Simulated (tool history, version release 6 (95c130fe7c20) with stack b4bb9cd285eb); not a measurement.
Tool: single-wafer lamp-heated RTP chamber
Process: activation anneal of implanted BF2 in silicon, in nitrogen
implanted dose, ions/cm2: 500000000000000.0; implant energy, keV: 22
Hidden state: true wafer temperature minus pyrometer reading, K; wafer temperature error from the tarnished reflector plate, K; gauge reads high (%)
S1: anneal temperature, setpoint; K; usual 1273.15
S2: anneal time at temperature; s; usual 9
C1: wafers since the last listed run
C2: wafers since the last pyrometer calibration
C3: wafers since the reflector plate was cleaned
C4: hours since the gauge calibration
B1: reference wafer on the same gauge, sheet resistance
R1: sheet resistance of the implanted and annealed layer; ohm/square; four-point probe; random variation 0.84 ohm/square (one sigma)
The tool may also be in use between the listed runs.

{"run": 1, "hour": 0.0, "S1": 1273.15, "S2": 9, "C1": 0, "C2": 1159, "C3": 4476, "C4": 299.2, "B1": 297.15, "R1": 266.8}
{"run": 2, "hour": 14.7, "S1": 1273.15, "S2": 9, "C1": 211, "C2": 1370, "C3": 4687, "C4": 313.9, "B1": 297.21, "R1": 265.52}
{"run": 3, "hour": 38.0, "S1": 1273.15, "S2": 9, "C1": 334, "C2": 1705, "C3": 5022, "C4": 337.2, "B1": 296.78, "R1": 265.51}
{"run": 4, "hour": 79.4, "S1": 1273.15, "S2": 9, "C1": 594, "C2": 2299, "C3": 5617, "C4": 378.6, "B1": 296.29, "R1": 264.69}
{"run": 5, "hour": 106.3, "S1": 1273.15, "S2": 9, "C1": 386, "C2": 2686, "C3": 6003, "C4": 405.5, "B1": 295.67, "R1": 264.81}
{"run": 6, "hour": 135.3, "S1": 1273.15, "S2": 9, "C1": 416, "C2": 3102, "C3": 6420, "C4": 434.5, "B1": 295.82, "R1": 264.66}
{"run": 7, "hour": 149.9, "S1": 1273.15, "S2": 9, "C1": 209, "C2": 3312, "C3": 6629, "C4": 449.1, "B1": 295.62, "R1": 265.04}
{"run": 8, "hour": 182.2, "S1": 1273.15, "S2": 9, "C1": 464, "C2": 3776, "C3": 7093, "C4": 481.4, "B1": 295.07, "R1": 263.6}
{"run": 9, "hour": 211.5, "S1": 1273.15, "S2": 9, "C1": 420, "C2": 4197, "C3": 7514, "C4": 510.7, "B1": 294.78, "R1": 264.81}
{"hour": 240.3, "done": "reflector plate cleaned"}
{"run": 10, "hour": 240.8, "S1": 1260.15, "S2": 7, "C1": 306, "C2": 4503, "C3": 7, "C4": 540, "B1": 294.12, "R1": 274.19}
{"run": 11, "hour": 266.6, "S1": 1260.15, "S2": 7, "C1": 370, "C2": 4874, "C3": 378, "C4": 565.8, "B1": 293.94, "R1": 273.44}
{"run": 12, "hour": 298.6, "S1": 1260.15, "S2": 7, "C1": 459, "C2": 5334, "C3": 838, "C4": 597.8, "B1": 293.36, "R1": 272.21}
{"run": 13, "hour": 324.2, "S1": 1265.15, "S2": 14, "C1": 367, "C2": 5701, "C3": 1205, "C4": 623.4, "B1": 293.04, "R1": 262.2}
{"run": 14, "hour": 346.2, "S1": 1258.15, "S2": 4, "C1": 316, "C2": 6017, "C3": 1521, "C4": 645.4, "B1": 292.9, "R1": 280.4}
{"run": 15, "hour": 368.9, "S1": 1252.15, "S2": 13, "C1": 326, "C2": 6344, "C3": 1847, "C4": 668.1, "B1": 292.63, "R1": 273.38}
{"run": 16, "hour": 388.8, "S1": 1273.15, "S2": 9, "C1": 285, "C2": 6630, "C3": 2133, "C4": 688, "B1": 292.36, "R1": 260.81}
{"run": 17, "hour": 415.1, "S1": 1282.15, "S2": 9, "C1": 377, "C2": 7007, "C3": 2511, "C4": 714.3, "B1": 292.26, "R1": 258.28}
{"run": 18, "hour": 440.2, "S1": 1273.15, "S2": 9, "C1": 360, "C2": 7368, "C3": 2872, "C4": 739.4, "B1": 291.77, "R1": 261.17}

Run 19 comes next. What will it give?
{"run": 19, "hour": 474.4, "S1": 1273.15, "S2": 4, "C1": 491, "C2": 7859, "C3": 3363, "C4": 773.6, "B1": "?", "R1": "?"}

B1: 291.71
R1: 267.87 ohm/square
Without the tool's hidden state the same run would have given R1 276.6 ohm/square.

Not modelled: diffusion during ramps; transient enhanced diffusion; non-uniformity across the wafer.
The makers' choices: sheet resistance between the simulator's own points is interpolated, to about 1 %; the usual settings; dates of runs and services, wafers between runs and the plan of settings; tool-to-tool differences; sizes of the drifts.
